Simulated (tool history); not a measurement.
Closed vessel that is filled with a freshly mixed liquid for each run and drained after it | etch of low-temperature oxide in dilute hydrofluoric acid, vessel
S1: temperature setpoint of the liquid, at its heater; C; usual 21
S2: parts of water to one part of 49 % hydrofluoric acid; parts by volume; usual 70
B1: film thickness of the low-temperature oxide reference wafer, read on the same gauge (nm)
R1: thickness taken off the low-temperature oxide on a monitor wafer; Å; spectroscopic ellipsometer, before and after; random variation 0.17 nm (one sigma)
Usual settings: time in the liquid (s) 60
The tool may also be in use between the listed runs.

{"run": 1, "hour": 0.0, "S1": 21, "S2": 70, "time in the liquid (s)": 60, "B1": 69.98, "R1": 285.6}
{"run": 2, "hour": 14.7, "S1": 21, "S2": 60, "time in the liquid (s)": 60, "B1": 70.01, "R1": 338.8}
{"run": 3, "hour": 48.3, "S1": 21, "S2": 60, "time in the liquid (s)": 60, "B1": 70.01, "R1": 336.3}
{"run": 4, "hour": 62.0, "S1": 21, "S2": 60, "time in the liquid (s)": 60, "B1": 70.01, "R1": 337}
{"run": 5, "hour": 74.2, "S1": 23, "S2": 80, "time in the liquid (s)": 60, "B1": 70.01, "R1": 267.4}
{"run": 6, "hour": 105.7, "S1": 21, "S2": 70, "time in the liquid (s)": 60, "B1": 70, "R1": 286.9}
{"run": 7, "hour": 163.9, "S1": 21, "S2": 70, "time in the liquid (s)": 60, "B1": 69.99, "R1": 286.4}
{"run": 8, "hour": 196.4, "S1": 21, "S2": 70, "time in the liquid (s)": 60, "B1": 70, "R1": 285}
{"run": 9, "hour": 210.3, "S1": 21, "S2": 70, "time in the liquid (s)": 60, "B1": 70.02, "R1": 282.3}
{"run": 10, "hour": 224.0, "S1": 19.5, "S2": 80, "time in the liquid (s)": 60, "B1": 70, "R1": 231.7}
{"run": 11, "hour": 237.7, "S1": 19.5, "S2": 80, "time in the liquid (s)": 60, "B1": 70.02, "R1": 231.4}
{"run": 12, "hour": 258.3, "S1": 19.5, "S2": 80, "time in the liquid (s)": 60, "B1": 70, "R1": 231.7}
{"run": 13, "hour": 279.1, "S1": 21, "S2": 70, "time in the liquid (s)": 60, "B1": 70, "R1": 285.9}
{"run": 14, "hour": 310.5, "S1": 21, "S2": 70, "time in the liquid (s)": 60, "B1": 70, "R1": 283.2}
{"run": 15, "hour": 416.2, "S1": 17, "S2": 45, "time in the liquid (s)": 60, "B1": 70, "R1": 383}
{"run": 16, "hour": 428.8, "S1": 24, "S2": 70, "time in the liquid (s)": 60, "B1": 70, "R1": 319.6}
{"run": 17, "hour": 444.1, "S1": 21, "S2": 40, "time in the liquid (s)": 60, "B1": 70.01, "R1": 517.8}
{"run": 18, "hour": 456.9, "S1": 21, "S2": 70, "time in the liquid (s)": 60, "B1": 70, "R1": 283.2}
{"run": 19, "hour": 527.9, "S1": 21, "S2": 70, "time in the liquid (s)": 60, "B1": 70, "R1": 284.5}
{"run": 20, "hour": 546.4, "S1": 17, "S2": 55, "time in the liquid (s)": 45, "B1": 70, "R1": 234.3}
{"run": 21, "hour": 578.8, "S1": 21, "S2": 70, "time in the liquid (s)": 60, "B1": 70, "R1": 285.5}
{"run": 22, "hour": 593.1, "S1": 24, "S2": 45, "time in the liquid (s)": 60, "B1": 70, "R1": 515.9}
{"run": 23, "hour": 624.7, "S1": 25, "S2": 85, "time in the liquid (s)": 75, "B1": 69.99, "R1": 341.3}
{"run": 24, "hour": 652.6, "S1": 17, "S2": 70, "time in the liquid (s)": 60, "B1": 70, "R1": 240.6}
{"run": 25, "hour": 680.8, "S1": 21, "S2": 70, "time in the liquid (s)": 60, "B1": 70, "R1": 285.8}
{"run": 26, "hour": 705.4, "S1": 25, "S2": 50, "time in the liquid (s)": 75, "B1": 70, "R1": 608.2}
{"run": 27, "hour": 735.4, "S1": 25.5, "S2": 100, "time in the liquid (s)": 60, "B1": 70.01, "R1": 229.6}
{"run": 28, "hour": 749.4, "S1": 21, "S2": 50, "time in the liquid (s)": 60, "B1": 70, "R1": 409}
{"run": 29, "hour": 784.5, "S1": 21, "S2": 70, "time in the liquid (s)": 60, "B1": 70.01, "R1": 284.6}
{"run": 30, "hour": 801.4, "S1": 19.5, "S2": 70, "time in the liquid (s)": 60, "B1": 70, "R1": 269.7}
{"run": 31, "hour": 826.9, "S1": 21, "S2": 70, "time in the liquid (s)": 60, "B1": 70, "R1": 284}
{"run": 32, "hour": 849.0, "S1": 23.5, "S2": 85, "time in the liquid (s)": 95, "B1": 69.99, "R1": 399.5}

Taken out of this log: 4 entries between the listed runs. Where each belongs, and how the hidden state differs across it:
Between runs 11 and 12: hydrofluoric acid flow meter replaced (hour 253.1)
  no hidden state differs between the two runs
Between runs 12 and 13: thermometer replaced (hour 270.1)
  no hidden state differs between the two runs
Between runs 15 and 16: gauge calibrated (hour 419.1)
  no hidden state differs between the two runs
Between runs 30 and 31: hydrofluoric acid flow meter replaced (hour 815.9)
  no hidden state differs between the two runs
